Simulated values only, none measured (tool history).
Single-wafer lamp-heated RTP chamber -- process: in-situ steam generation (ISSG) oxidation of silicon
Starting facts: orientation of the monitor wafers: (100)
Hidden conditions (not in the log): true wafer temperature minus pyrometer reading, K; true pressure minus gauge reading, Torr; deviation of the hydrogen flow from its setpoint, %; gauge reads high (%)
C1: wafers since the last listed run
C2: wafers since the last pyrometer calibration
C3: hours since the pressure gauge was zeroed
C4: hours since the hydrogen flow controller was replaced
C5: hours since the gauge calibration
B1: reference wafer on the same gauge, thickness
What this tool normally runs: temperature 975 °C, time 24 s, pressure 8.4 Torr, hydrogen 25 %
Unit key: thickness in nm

{"run": 1, "hour": 0.0, "temperature": 975, "time": 24, "pressure": 8.4, "hydrogen": 25, "C1": 0, "C2": 1684, "C3": 1560.8, "C4": 2974.4, "C5": 1258.6, "B1": 4.994, "thickness": 5.993}
{"run": 2, "hour": 50.3, "temperature": 975, "time": 24, "pressure": 8.4, "hydrogen": 25, "C1": 354, "C2": 2038, "C3": 1611.1, "C4": 3024.7, "C5": 1308.9, "B1": 4.994, "thickness": 6.001}
{"run": 3, "hour": 109.5, "temperature": 975, "time": 24, "pressure": 8.4, "hydrogen": 32, "C1": 416, "C2": 2455, "C3": 1670.3, "C4": 3083.9, "C5": 1368.1, "B1": 4.991, "thickness": 6.369}
{"run": 4, "hour": 156.0, "temperature": 975, "time": 24, "pressure": 8.4, "hydrogen": 25, "C1": 327, "C2": 2782, "C3": 1716.8, "C4": 3130.4, "C5": 1414.6, "B1": 4.992, "thickness": 6.028}
{"run": 5, "hour": 222.3, "temperature": 975, "time": 24, "pressure": 8.4, "hydrogen": 25, "C1": 466, "C2": 3249, "C3": 1783.1, "C4": 3196.7, "C5": 1480.9, "B1": 4.99, "thickness": 6.023}
{"run": 6, "hour": 260.4, "temperature": 975, "time": 24, "pressure": 8.4, "hydrogen": 25, "C1": 268, "C2": 3517, "C3": 1821.2, "C4": 3234.8, "C5": 1519, "B1": 4.99, "thickness": 6.039}
{"run": 7, "hour": 308.5, "temperature": 975, "time": 24, "pressure": 8.4, "hydrogen": 25, "C1": 338, "C2": 3856, "C3": 1869.3, "C4": 3282.9, "C5": 1567.1, "B1": 4.987, "thickness": 6.029}
{"run": 8, "hour": 345.6, "temperature": 975, "time": 24, "pressure": 8.4, "hydrogen": 25, "C1": 261, "C2": 4117, "C3": 1906.4, "C4": 3320, "C5": 1604.2, "B1": 4.99, "thickness": 6.024}
{"hour": 364.4, "done": "hydrogen flow controller replaced"}
{"run": 9, "hour": 391.0, "temperature": 975, "time": 24, "pressure": 8.4, "hydrogen": 25, "C1": 263, "C2": 4381, "C3": 1951.8, "C4": 26.6, "C5": 1649.6, "B1": 4.989, "thickness": 6.036}
{"run": 10, "hour": 458.4, "temperature": 975, "time": 24, "pressure": 8.4, "hydrogen": 25, "C1": 474, "C2": 4855, "C3": 2019.2, "C4": 94, "C5": 1717, "B1": 4.988, "thickness": 6.055}
{"run": 11, "hour": 484.1, "temperature": 975, "time": 21, "pressure": 8.4, "hydrogen": 25, "C1": 180, "C2": 5036, "C3": 2044.9, "C4": 119.7, "C5": 1742.7, "B1": 4.988, "thickness": 5.717}
{"run": 12, "hour": 552.9, "temperature": 975, "time": 21, "pressure": 8.4, "hydrogen": 25, "C1": 484, "C2": 5521, "C3": 2113.7, "C4": 188.5, "C5": 1811.5, "B1": 4.988, "thickness": 5.729}
{"run": 13, "hour": 579.8, "temperature": 975, "time": 21, "pressure": 8.4, "hydrogen": 25, "C1": 189, "C2": 5710, "C3": 2140.6, "C4": 215.4, "C5": 1838.4, "B1": 4.99, "thickness": 5.727}
{"run": 14, "hour": 614.2, "temperature": 966, "time": 32, "pressure": 8.8, "hydrogen": 25, "C1": 242, "C2": 5952, "C3": 2175, "C4": 249.8, "C5": 1872.8, "B1": 4.986, "thickness": 6.657}
{"run": 15, "hour": 639.4, "temperature": 975, "time": 24, "pressure": 8.4, "hydrogen": 17, "C1": 177, "C2": 6130, "C3": 2200.2, "C4": 275, "C5": 1898, "B1": 4.99, "thickness": 5.577}
{"run": 16, "hour": 698.5, "temperature": 975, "time": 24, "pressure": 8.4, "hydrogen": 25, "C1": 416, "C2": 6546, "C3": 2259.3, "C4": 334.1, "C5": 1957.1, "B1": 4.99, "thickness": 6.091}
{"run": 17, "hour": 723.1, "temperature": 975, "time": 19, "pressure": 8.4, "hydrogen": 16, "C1": 173, "C2": 6719, "C3": 2283.9, "C4": 358.7, "C5": 1981.7, "B1": 4.987, "thickness": 4.969}
{"run": 18, "hour": 748.0, "temperature": 983, "time": 27, "pressure": 9.1, "hydrogen": 25, "C1": 175, "C2": 6894, "C3": 2308.8, "C4": 383.6, "C5": 2006.6, "B1": 4.992, "thickness": 6.598}
{"hour": 791.4, "done": "pyrometer window cleaned and pyrometer calibrated"}
{"run": 19, "hour": 803.7, "temperature": 975, "time": 15, "pressure": 9.1, "hydrogen": 25, "C1": 335, "C2": 86, "C3": 2364.5, "C4": 439.3, "C5": 2062.3, "B1": 4.989, "thickness": 4.884}
{"run": 20, "hour": 857.2, "temperature": 975, "time": 24, "pressure": 8.4, "hydrogen": 29, "C1": 376, "C2": 463, "C3": 2418, "C4": 492.8, "C5": 2115.8, "B1": 4.994, "thickness": 6.25}
{"hour": 894.4, "done": "gauge calibrated"}
{"run": 21, "hour": 910.1, "temperature": 975, "time": 24, "pressure": 8.4, "hydrogen": 25, "C1": 372, "C2": 836, "C3": 2470.9, "C4": 545.7, "C5": 15.7, "B1": 4.99, "thickness": 6.03}
{"run": 22, "hour": 944.4, "temperature": 975, "time": 28, "pressure": 8.4, "hydrogen": 30, "C1": 241, "C2": 1077, "C3": 2505.2, "C4": 580, "C5": 50, "B1": 4.988, "thickness": 6.74}
{"run": 23, "hour": 999.6, "temperature": 960, "time": 31, "pressure": 8.4, "hydrogen": 25, "C1": 388, "C2": 1466, "C3": 2560.4, "C4": 635.2, "C5": 105.2, "B1": 4.99, "thickness": 6.378}
{"hour": 1020.6, "done": "pressure gauge zeroed"}
{"run": 24, "hour": 1055.0, "temperature": 975, "time": 18, "pressure": 8.4, "hydrogen": 25, "C1": 333, "C2": 1800, "C3": 34.4, "C4": 690.6, "C5": 160.6, "B1": 4.991, "thickness": 5.31}
{"run": 25, "hour": 1109.6, "temperature": 956, "time": 24, "pressure": 7.3, "hydrogen": 22, "C1": 384, "C2": 2184, "C3": 89, "C4": 745.2, "C5": 215.2, "B1": 4.99, "thickness": 5.47}
{"run": 26, "hour": 1156.2, "temperature": 975, "time": 24, "pressure": 8.4, "hydrogen": 20, "C1": 328, "C2": 2512, "C3": 135.6, "C4": 791.8, "C5": 261.8, "B1": 4.99, "thickness": 5.747}
{"run": 27, "hour": 1236.4, "temperature": 975, "time": 24, "pressure": 8.4, "hydrogen": 25, "C1": 564, "C2": 3077, "C3": 215.8, "C4": 872, "C5": 342, "B1": 4.988, "thickness": 6.028}
{"run": 28, "hour": 1273.4, "temperature": 975, "time": 24, "pressure": 7.7, "hydrogen": 25, "C1": 260, "C2": 3337, "C3": 252.8, "C4": 909, "C5": 379, "B1": 4.99, "thickness": 6.051}
{"run": 29, "hour": 1445.4, "temperature": 975, "time": 15, "pressure": 8.4, "hydrogen": 17, "C1": 1211, "C2": 4548, "C3": 424.8, "C4": 1081, "C5": 551, "B1": 4.985, "thickness": 4.5}
{"run": 30, "hour": 1512.6, "temperature": 975, "time": 24, "pressure": 8.4, "hydrogen": 25, "C1": 473, "C2": 5022, "C3": 492, "C4": 1148.2, "C5": 618.2, "B1": 4.986, "thickness": 6.046}

A few steps of thickness between consecutive runs. Split each: what settings, incoming material and random variation would produce without the hidden state, and what is left over for the hidden state, along with gauge scatter present in only one of the two compared results (measured, and without hidden state):
Run 17 -> 18: temperature 975 -> 983, time 19 -> 27, pressure 8.4 -> 9.1, hydrogen 16 -> 25. thickness +1.629 nm: hidden state +0.039, all else +1.59.
Run 18 -> 19: temperature 983 -> 975, time 27 -> 15, pyrometer window cleaned and pyrometer calibrated. thickness -1.714 nm: hidden state -0.093, all else -1.621.
Run 28 -> 29: time 24 -> 15, pressure 7.7 -> 8.4, hydrogen 25 -> 17. thickness -1.551 nm: hidden state +0, all else -1.551.
Run 29 -> 30: time 15 -> 24, hydrogen 17 -> 25. thickness +1.546 nm: hidden state +0.025, all else +1.521.
